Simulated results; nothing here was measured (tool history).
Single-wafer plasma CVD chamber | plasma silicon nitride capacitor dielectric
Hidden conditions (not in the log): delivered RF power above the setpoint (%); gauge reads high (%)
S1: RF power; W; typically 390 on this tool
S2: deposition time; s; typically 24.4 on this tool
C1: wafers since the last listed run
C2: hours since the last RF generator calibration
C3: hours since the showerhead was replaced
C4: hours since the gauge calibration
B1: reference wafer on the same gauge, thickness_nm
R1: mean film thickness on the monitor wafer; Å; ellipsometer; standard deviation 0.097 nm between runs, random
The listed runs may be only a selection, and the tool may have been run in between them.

run,hour,S1,S2,C1,C2,C3,C4,B1,R1
1,0.0,335,24.4,0,641.8,5004.4,396.8,36.370,302.13
2,46.9,335,24.4,1355,688.7,5051.3,443.7,36.430,302.88
3,105.5,355,24.4,1693,747.3,5109.9,502.3,36.386,305.48
4,169.2,390,21.5,1841,811.0,5173.6,566.0,36.417,272.26
5,227.9,390,21.5,1696,869.7,5232.3,624.7,36.391,275.25
6,323.7,390,21.5,2769,965.5,5328.1,720.5,36.396,275.11
7,432.2,390,24.4,3136,1074.0,5436.6,829.0,36.394,309.91
# hour 680.1: RF generator calibrated
8,680.6,390,25.5,6948,0.5,5685.0,1077.4,36.374,330.14
9,727.9,390,25.5,1367,47.8,5732.3,1124.7,36.415,330.41
# hour 790.2: showerhead replaced
10,835.0,390,24.4,2864,154.9,44.8,1231.8,36.354,313.85
11,929.6,390,24.4,2734,249.5,139.4,1326.4,36.431,312.55
12,1017.1,390,24.4,2529,337.0,226.9,1413.9,36.380,312.71
13,1111.9,390,24.4,2740,431.8,321.7,1508.7,36.390,312.58
14,1150.6,345,24.4,1118,470.5,360.4,1547.4,36.418,305.07
15,1238.3,440,25.6,2534,558.2,448.1,1635.1,36.408,335.20
16,1285.4,390,24.4,1361,605.3,495.2,1682.2,36.433,312.61
17,1367.0,345,23.2,2358,686.9,576.8,1763.8,36.348,291.95
18,1451.4,330,22.8,2439,771.3,661.2,1848.2,36.444,281.83
# hour 1470.5: gauge calibrated
19,1516.3,390,24.4,1875,836.2,726.1,45.8,36.430,311.21
20,1575.2,450,26.5,1702,895.1,785.0,104.7,36.360,349.77
21,1631.6,360,26.0,1630,951.5,841.4,161.1,36.386,327.50
22,1671.7,415,21.3,1159,991.6,881.5,201.2,36.430,275.64
# hour 1697.2: RF generator calibrated
23,1724.2,315,24.4,1286,27.0,934.0,253.7,36.436,304.05
24,1830.5,390,22.7,3072,133.3,1040.3,360.0,36.373,292.31
25,1869.5,440,22.8,1127,172.3,1079.3,399.0,36.383,299.88
26,1975.8,390,24.4,3072,278.6,1185.6,505.3,36.424,313.85
27,2014.1,315,27.7,1107,316.9,1223.9,543.6,36.411,341.16
28,2107.7,470,20.4,2705,410.5,1317.5,637.2,36.407,271.75
29,2210.7,340,27.6,2977,513.5,1420.5,740.2,36.361,345.86

Each row is a separate what-if for the run after 29, all from the same tool condition, not one after another. Results?
A,2211.1,390,20.5,11,513.9,1420.9,740.6,?,?
B,2211.1,360,28.4,11,513.9,1420.9,740.6,?,?
C,2211.1,370,23.1,11,513.9,1420.9,740.6,?,?
D,2211.1,390,21.0,11,513.9,1420.9,740.6,?,?

run,B1,R1
A,36.395,261.96
B,36.395,357.59
C,36.395,292.32
D,36.395,268.35
Stripped of hidden state, with their random variation kept, the same runs would have yielded:
run,R1
A,265.12
B,361.90
C,295.84
D,271.58
